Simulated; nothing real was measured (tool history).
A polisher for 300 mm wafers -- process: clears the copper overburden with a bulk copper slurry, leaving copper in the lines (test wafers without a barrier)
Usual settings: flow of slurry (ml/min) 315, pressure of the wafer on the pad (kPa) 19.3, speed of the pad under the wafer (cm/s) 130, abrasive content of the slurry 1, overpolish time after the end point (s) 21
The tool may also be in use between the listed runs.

run,hour,flow of slurry (ml/min),pressure of the wafer on the pad (kPa),speed of the pad under the wafer (cm/s),abrasive content of the slurry,overpolish time after the end point (s),"incoming thickness of the incoming film, nm",time until the end point was called (s),dishing of a wide line in a test structure (angstrom)
1,0,315,19.3,130,1,21,1459.8,126.8,921
# hour 44.3: slurry blender recalibrated
2,88.3,315,19.3,130,1.25,21,1429,109.6,964
3,126.2,315,19.3,130,1,21,1459,118.5,946
# hour 153.3: worn pad replaced by a new one
4,227.5,315,19.3,130,1,31,1431.7,118.5,1043
5,333.1,315,19.3,130,1,31,1462.7,124.8,1017
# hour 336.1: slurry blender recalibrated
6,377.2,315,19.3,130,1,31,1442.5,122.1,1024
# hour 395.2: worn pad replaced by a new one
7,418.2,315,19.3,130,1,25,1441.6,118.3,972
# hour 423: head pressure recalibrated
# hour 457.3: slurry nozzle cleaned
8,475.2,315,19.3,130,1,21,1433.2,117.9,933

Estimate the outcome of run 9 from the log above:
9,528,205,19.3,116,1,31,1470.4,?,?

{"run 9": {"time until the end point was called (s)": 141.2, "dishing of a wide line in a test structure (angstrom)": 1001}}
Were there no unlogged condition in the tool, this run, its random variation unchanged, would have produced time until the end point was called (s) 136.4, dishing of a wide line in a test structure (angstrom) 1009.
